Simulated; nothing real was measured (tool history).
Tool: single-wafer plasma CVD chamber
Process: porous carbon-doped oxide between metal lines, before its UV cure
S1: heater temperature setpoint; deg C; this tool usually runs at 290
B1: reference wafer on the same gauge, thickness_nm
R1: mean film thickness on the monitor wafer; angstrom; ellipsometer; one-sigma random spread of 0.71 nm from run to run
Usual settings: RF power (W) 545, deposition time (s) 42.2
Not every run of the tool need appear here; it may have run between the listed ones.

run 1 hour=0.0 | S1=290 RF_power_(W)=575 deposition_time_(s)=42.2 | B1=248.750 | R1=2487.24
run 2 hour=59.4 | S1=290 RF_power_(W)=545 deposition_time_(s)=42.2 | B1=248.986 | R1=2402.25
run 3 hour=126.7 | S1=290 RF_power_(W)=545 deposition_time_(s)=42.2 | B1=249.020 | R1=2393.74
run 4 hour=187.2 | S1=290 RF_power_(W)=545 deposition_time_(s)=42.2 | B1=248.725 | R1=2379.80
run 5 hour=252.5 | S1=290 RF_power_(W)=545 deposition_time_(s)=42.2 | B1=248.919 | R1=2375.15
-- hour=376.2 RF generator calibrated
run 6 hour=433.1 | S1=290 RF_power_(W)=545 deposition_time_(s)=42.2 | B1=249.196 | R1=2434.45
-- hour=451.3 showerhead replaced
-- hour=486.1 gauge calibrated
-- hour=486.3 thermocouple changed; heater temperature recalibrated
run 7 hour=502.8 | S1=290 RF_power_(W)=545 deposition_time_(s)=42.2 | B1=248.983 | R1=2318.47
run 8 hour=651.1 | S1=282 RF_power_(W)=545 deposition_time_(s)=42.2 | B1=248.967 | R1=2481.16
run 9 hour=712.5 | S1=290 RF_power_(W)=545 deposition_time_(s)=42.2 | B1=248.883 | R1=2331.84
run 10 hour=778.7 | S1=290 RF_power_(W)=545 deposition_time_(s)=39.6 | B1=249.189 | R1=2204.89
run 11 hour=820.5 | S1=283 RF_power_(W)=610 deposition_time_(s)=50.6 | B1=249.196 | R1=3150.34
run 12 hour=865.9 | S1=283 RF_power_(W)=610 deposition_time_(s)=50.6 | B1=249.352 | R1=3152.22
run 13 hour=911.8 | S1=283 RF_power_(W)=490 deposition_time_(s)=46.5 | B1=248.876 | R1=2516.71
run 14 hour=940.2 | S1=284 RF_power_(W)=545 deposition_time_(s)=37.0 | B1=249.353 | R1=2144.20
run 15 hour=1009.4 | S1=290 RF_power_(W)=490 deposition_time_(s)=44.6 | B1=249.016 | R1=2293.54
run 16 hour=1074.6 | S1=290 RF_power_(W)=545 deposition_time_(s)=42.2 | B1=249.245 | R1=2342.00

List, for all runs, the conditions of the tool that the log does not record:
gauge reads high (%): 0 in every run
H1: wafer temperature above the value expected at the setpoint (K)
H2: delivered RF power above the setpoint (%)
run=1 H1=-6.86 H2=-2.21
run=2 H1=-6.89 H2=-2.59
run=3 H1=-6.91 H2=-3.08
run=4 H1=-6.93 H2=-3.55
run=5 H1=-6.95 H2=-4.1
run=6 H1=-7 H2=-0.288
run=7 H1=-0.361 H2=-0.351
run=8 H1=-1.23 H2=-0.648
run=9 H1=-1.55 H2=-0.835
run=10 H1=-1.88 H2=-1.08
run=11 H1=-2.07 H2=-1.25
run=12 H1=-2.27 H2=-1.47
run=13 H1=-2.47 H2=-1.7
run=14 H1=-2.59 H2=-1.86
run=15 H1=-2.86 H2=-2.27
run=16 H1=-3.09 H2=-2.7
